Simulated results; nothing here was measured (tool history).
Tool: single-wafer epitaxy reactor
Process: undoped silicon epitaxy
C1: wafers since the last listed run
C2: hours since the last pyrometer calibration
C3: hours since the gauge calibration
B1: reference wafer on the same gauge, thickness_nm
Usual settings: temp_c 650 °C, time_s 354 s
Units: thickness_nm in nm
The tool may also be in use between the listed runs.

{"run": 1, "hour": 0.0, "temp_c": 650, "time_s": 354, "C1": 0, "C2": 1943.5, "C3": 679.1, "B1": 54.429, "thickness_nm": 56.927}
{"run": 2, "hour": 67.3, "temp_c": 650, "time_s": 354, "C1": 284, "C2": 2010.8, "C3": 746.4, "B1": 54.399, "thickness_nm": 56.466}
{"run": 3, "hour": 137.8, "temp_c": 650, "time_s": 354, "C1": 297, "C2": 2081.3, "C3": 816.9, "B1": 54.424, "thickness_nm": 56.033}
{"run": 4, "hour": 231.4, "temp_c": 650, "time_s": 354, "C1": 395, "C2": 2174.9, "C3": 910.5, "B1": 54.397, "thickness_nm": 56.078}
{"run": 5, "hour": 316.8, "temp_c": 650, "time_s": 354, "C1": 360, "C2": 2260.3, "C3": 995.9, "B1": 54.424, "thickness_nm": 56.165}
{"run": 6, "hour": 377.9, "temp_c": 650, "time_s": 354, "C1": 258, "C2": 2321.4, "C3": 1057, "B1": 54.331, "thickness_nm": 56.422}
{"hour": 430.5, "done": "gauge calibrated"}
{"run": 7, "hour": 452.4, "temp_c": 650, "time_s": 354, "C1": 314, "C2": 2395.9, "C3": 21.9, "B1": 54.246, "thickness_nm": 56.664}
{"hour": 460.6, "done": "pyrometer calibrated"}
{"run": 8, "hour": 511.0, "temp_c": 650, "time_s": 335, "C1": 213, "C2": 50.4, "C3": 80.5, "B1": 54.404, "thickness_nm": 56.192}
{"run": 9, "hour": 567.3, "temp_c": 650, "time_s": 335, "C1": 237, "C2": 106.7, "C3": 136.8, "B1": 54.471, "thickness_nm": 56.12}
{"run": 10, "hour": 635.9, "temp_c": 662, "time_s": 395, "C1": 289, "C2": 175.3, "C3": 205.4, "B1": 54.292, "thickness_nm": 82.255}
{"run": 11, "hour": 705.1, "temp_c": 646, "time_s": 354, "C1": 292, "C2": 244.5, "C3": 274.6, "B1": 54.411, "thickness_nm": 54.05}
{"run": 12, "hour": 804.8, "temp_c": 663, "time_s": 354, "C1": 421, "C2": 344.2, "C3": 374.3, "B1": 54.409, "thickness_nm": 73.613}
{"run": 13, "hour": 864.2, "temp_c": 659, "time_s": 392, "C1": 251, "C2": 403.6, "C3": 433.7, "B1": 54.347, "thickness_nm": 75.66}
{"run": 14, "hour": 917.8, "temp_c": 650, "time_s": 354, "C1": 226, "C2": 457.2, "C3": 487.3, "B1": 54.461, "thickness_nm": 57.654}
{"run": 15, "hour": 962.8, "temp_c": 661, "time_s": 324, "C1": 190, "C2": 502.2, "C3": 532.3, "B1": 54.353, "thickness_nm": 63.981}
{"run": 16, "hour": 1038.6, "temp_c": 650, "time_s": 354, "C1": 320, "C2": 578, "C3": 608.1, "B1": 54.425, "thickness_nm": 57.055}
{"run": 17, "hour": 1113.4, "temp_c": 650, "time_s": 354, "C1": 316, "C2": 652.8, "C3": 682.9, "B1": 54.321, "thickness_nm": 56.565}
{"run": 18, "hour": 1182.6, "temp_c": 650, "time_s": 354, "C1": 292, "C2": 722, "C3": 752.1, "B1": 54.41, "thickness_nm": 57.144}
{"run": 19, "hour": 1287.0, "temp_c": 660, "time_s": 300, "C1": 441, "C2": 826.4, "C3": 856.5, "B1": 54.317, "thickness_nm": 57.893}

Forecast each of these 4 alternatives for the next run:
{"run": "A", "hour": 1287.5, "temp_c": 637, "time_s": 354, "C1": 2, "C2": 826.9, "C3": 857, "B1": "?", "thickness_nm": "?"}
{"run": "B", "hour": 1287.5, "temp_c": 641, "time_s": 327, "C1": 2, "C2": 826.9, "C3": 857, "B1": "?", "thickness_nm": "?"}
{"run": "C", "hour": 1287.5, "temp_c": 650, "time_s": 288, "C1": 2, "C2": 826.9, "C3": 857, "B1": "?", "thickness_nm": "?"}
{"run": "D", "hour": 1287.5, "temp_c": 642, "time_s": 309, "C1": 2, "C2": 826.9, "C3": 857, "B1": "?", "thickness_nm": "?"}

run=A B1=54.445 thickness_nm=44.419
run=B B1=54.445 thickness_nm=44.399
run=C B1=54.445 thickness_nm=46.596
run=D B1=54.445 thickness_nm=42.787
Without the tool's hidden state the same runs would have given:
run=A thickness_nm=47.787
run=B thickness_nm=47.739
run=C thickness_nm=50.039
run=D thickness_nm=45.999
